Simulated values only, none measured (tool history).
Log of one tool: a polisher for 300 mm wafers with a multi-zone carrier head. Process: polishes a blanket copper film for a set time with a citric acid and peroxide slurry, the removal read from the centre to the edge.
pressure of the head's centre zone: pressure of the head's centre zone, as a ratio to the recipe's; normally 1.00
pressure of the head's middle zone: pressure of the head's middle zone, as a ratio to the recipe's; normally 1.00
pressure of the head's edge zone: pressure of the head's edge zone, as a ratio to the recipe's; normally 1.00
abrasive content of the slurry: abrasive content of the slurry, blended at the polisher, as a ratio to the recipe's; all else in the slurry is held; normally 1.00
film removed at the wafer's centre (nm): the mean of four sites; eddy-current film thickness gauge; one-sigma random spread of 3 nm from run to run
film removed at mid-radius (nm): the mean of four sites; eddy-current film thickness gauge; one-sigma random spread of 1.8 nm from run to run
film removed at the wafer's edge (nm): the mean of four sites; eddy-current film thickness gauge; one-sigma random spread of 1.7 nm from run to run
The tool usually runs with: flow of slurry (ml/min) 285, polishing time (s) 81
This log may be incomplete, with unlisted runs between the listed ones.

run,hour,flow of slurry (ml/min),pressure of the head's centre zone,pressure of the head's middle zone,pressure of the head's edge zone,abrasive content of the slurry,polishing time (s),wafers since the last listed run,wafers polished on this pad,hours since the slurry nozzle was cleaned,hours since the centre zone pressure was calibrated,hours since the edge zone pressure was calibrated,hours since the carrier head's membrane was replaced,"incoming thickness of the incoming film, nm",film removed at the wafer's centre (nm),film removed at mid-radius (nm),film removed at the wafer's edge (nm)
1,0.0,285,1.00,0.89,1.00,1.00,81,0,959,653.7,579.9,395.7,463.6,1066.5,209.3,204.2,220.7
2,68.2,285,1.00,1.05,1.00,1.20,81,720,1680,721.9,648.1,463.9,531.8,1089.9,226.5,242.7,230.1
# hour 107.2: slurry nozzle cleaned
3,122.2,225,1.00,1.00,1.00,1.00,81,560,2240,15.0,702.1,517.9,585.8,1072.6,207.3,217.5,215.0
4,170.4,285,1.08,0.96,1.00,0.85,58,509,2749,63.2,750.3,566.1,634.0,1074.3,158.2,148.1,149.1
5,236.2,210,1.05,1.00,1.00,1.00,81,695,3445,129.0,816.1,631.9,699.8,1096.0,208.1,216.6,216.6
6,284.8,285,0.96,1.00,1.00,1.00,63,513,3959,177.6,864.7,680.5,748.4,1073.2,157.0,172.3,173.0
7,353.3,285,1.00,1.07,1.00,1.00,81,724,4683,246.1,933.2,749.0,816.9,1098.4,210.3,236.6,222.2
8,429.0,350,1.00,1.00,1.00,1.00,81,800,5483,321.8,1008.9,824.7,892.6,1092.7,219.6,229.7,226.9
9,515.3,285,1.00,1.00,1.00,1.00,81,912,6395,408.1,1095.2,911.0,978.9,1060.3,210.2,222.9,220.3
# hour 537.3: worn pad replaced by a new one, of another model than before
10,552.6,315,1.00,1.09,1.00,1.00,81,352,161,445.4,1132.5,948.3,1016.2,1092.6,211.1,247.3,220.0
# hour 599.7: centre zone pressure recalibrated
11,659.6,365,1.00,1.04,0.92,1.00,81,1109,1271,552.4,59.9,1055.3,1123.2,1092.9,228.4,236.9,219.7
# hour 710.9: carrier head's membrane replaced by a new one
12,711.9,285,1.00,1.00,1.00,1.00,81,500,1771,604.7,112.2,1107.6,1.0,1078.3,225.6,223.2,216.9
# hour 731.5: edge zone pressure recalibrated
13,759.1,285,1.00,1.00,1.00,1.00,81,477,2249,651.9,159.4,27.6,48.2,1076.8,219.3,223.1,220.2
# hour 765.8: slurry nozzle cleaned
14,884.9,285,1.00,0.94,1.00,1.10,73,1319,3568,119.1,285.2,153.4,174.0,1067.9,207.4,196.4,205.3
15,955.9,285,1.00,0.94,1.00,1.00,81,750,4319,190.1,356.2,224.4,245.0,1075.9,218.5,209.7,220.7
16,1025.6,285,1.00,1.00,1.00,1.00,81,736,5055,259.8,425.9,294.1,314.7,1100.5,223.5,224.2,219.5
17,1106.9,285,1.00,1.07,1.00,1.00,105,859,5915,341.1,507.2,375.4,396.0,1073.0,284.6,306.9,286.1
18,1202.8,285,1.00,0.94,1.00,1.00,89,1013,6929,437.0,603.1,471.3,491.9,1073.2,246.5,230.8,244.6
# hour 1243.7: worn pad replaced by a new one
19,1244.2,285,1.00,1.00,1.00,1.25,74,395,5,478.4,644.5,512.7,533.3,1070.4,212.3,219.2,215.0
20,1281.1,285,1.00,0.89,1.00,0.70,62,390,395,515.3,681.4,549.6,570.2,1077.5,151.2,138.8,151.9
21,1367.9,235,0.93,1.00,1.10,1.00,95,917,1313,602.1,768.2,636.4,657.0,1092.3,226.4,251.6,255.4
22,1458.0,285,1.00,1.00,1.11,1.00,81,952,2265,692.2,858.3,726.5,747.1,1077.3,212.8,224.5,226.5

Consider 3 possible next runs. They are alternatives, not a sequence: every one starts from the tool as it was left by run 22. What does each give?
A,1458.5,285,1.00,1.00,1.10,1.00,81,5,2271,692.7,858.8,727.0,747.6,1073.8,?,?,?
B,1458.5,285,1.00,0.93,1.00,1.00,81,5,2271,692.7,858.8,727.0,747.6,1073.8,?,?,?
C,1458.5,285,1.00,1.00,1.00,1.25,63,5,2271,692.7,858.8,727.0,747.6,1073.8,?,?,?

run,film removed at the wafer's centre (nm),film removed at mid-radius (nm),film removed at the wafer's edge (nm)
A,215.7,222.6,225.3
B,215.6,209.5,218.5
C,178.1,183.9,180.3
What these runs would have given with no unlogged condition in the tool:
run,film removed at the wafer's centre (nm),film removed at mid-radius (nm),film removed at the wafer's edge (nm)
A,223.4,222.6,225.3
B,223.3,209.4,218.5
C,184.5,183.8,180.3
